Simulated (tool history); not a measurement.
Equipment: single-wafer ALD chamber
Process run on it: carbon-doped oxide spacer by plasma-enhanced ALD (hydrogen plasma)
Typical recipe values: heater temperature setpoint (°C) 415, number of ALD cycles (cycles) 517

| run | hour | heater temperature setpoint (°C) | number of ALD cycles (cycles) | wafers since the last listed run | hours since the last thermocouple change | hours since the gauge calibration | read-back reference wafer on the same gauge, thickness_nm | mean film thickness on the monitor wafer (angstrom) |
|---|---|---|---|---|---|---|---|---|
| 1 | 0 | 421 | 517 | 0 | 2425.3 | 151 | 28.197 | 265.02 |
| 2 | 35.5 | 421 | 517 | 17 | 2460.8 | 186.5 | 28.169 | 264.75 |
| 3 | 49.4 | 421 | 517 | 7 | 2474.7 | 200.4 | 28.153 | 264.31 |
| 4 | 62.2 | 415 | 517 | 6 | 2487.5 | 213.2 | 28.143 | 270.4 |
| 5 | 92.3 | 403 | 517 | 15 | 2517.6 | 243.3 | 28.115 | 280.25 |
| 6 | 119.7 | 403 | 517 | 13 | 2545 | 270.7 | 28.083 | 279.31 |
| 7 | 132.3 | 415 | 517 | 6 | 2557.6 | 283.3 | 28.061 | 269.19 |
| 8 | 155.6 | 415 | 517 | 11 | 2580.9 | 306.6 | 28.027 | 268.28 |
| 9 | 181.4 | 423 | 566 | 13 | 2606.7 | 332.4 | 27.988 | 286.27 |
| 10 | 216.4 | 421 | 517 | 17 | 2641.7 | 367.4 | 27.925 | 261.96 |
| 11 | 252 | 425 | 577 | 18 | 2677.3 | 403 | 27.848 | 287.72 |
|  | 252.7 | gauge calibrated |
|  | 284.7 | thermocouple changed; heater temperature recalibrated |
| 12 | 285.2 | 400 | 517 | 12 | 0.5 | 32.5 | 28.241 | 283.41 |
| 13 | 295.8 | 410 | 517 | 5 | 11.1 | 43.1 | 28.249 | 275.53 |
| 14 | 312 | 425 | 467 | 8 | 27.3 | 59.3 | 28.233 | 236.89 |
| 15 | 335.7 | 401 | 437 | 12 | 51 | 83 | 28.23 | 238.6 |
| 16 | 384.6 | 401 | 517 | 24 | 99.9 | 131.9 | 28.197 | 283.18 |
| 17 | 418.2 | 426 | 517 | 17 | 133.5 | 165.5 | 28.189 | 259.69 |

Predict each of these 4 candidate next runs independently; none follows another, all start after run 17:
| A | 419.4 | 429 | 517 | 0 | 134.7 | 166.7 | ? | ? |
| B | 419.4 | 426 | 467 | 0 | 134.7 | 166.7 | ? | ? |
| C | 419.4 | 420 | 517 | 0 | 134.7 | 166.7 | ? | ? |
| D | 419.4 | 422 | 577 | 0 | 134.7 | 166.7 | ? | ? |

| run | read-back reference wafer on the same gauge, thickness_nm | mean film thickness on the monitor wafer (angstrom) |
|---|---|---|
| A | 28.176 | 258.97 |
| B | 28.176 | 236.31 |
| C | 28.176 | 266.89 |
| D | 28.176 | 295.9 |
The same runs, with their run-to-run variation unchanged, on a tool lacking any hidden condition would have given:
| run | mean film thickness on the monitor wafer (angstrom) |
|---|---|
| A | 260.11 |
| B | 237.35 |
| C | 268.06 |
| D | 297.2 |
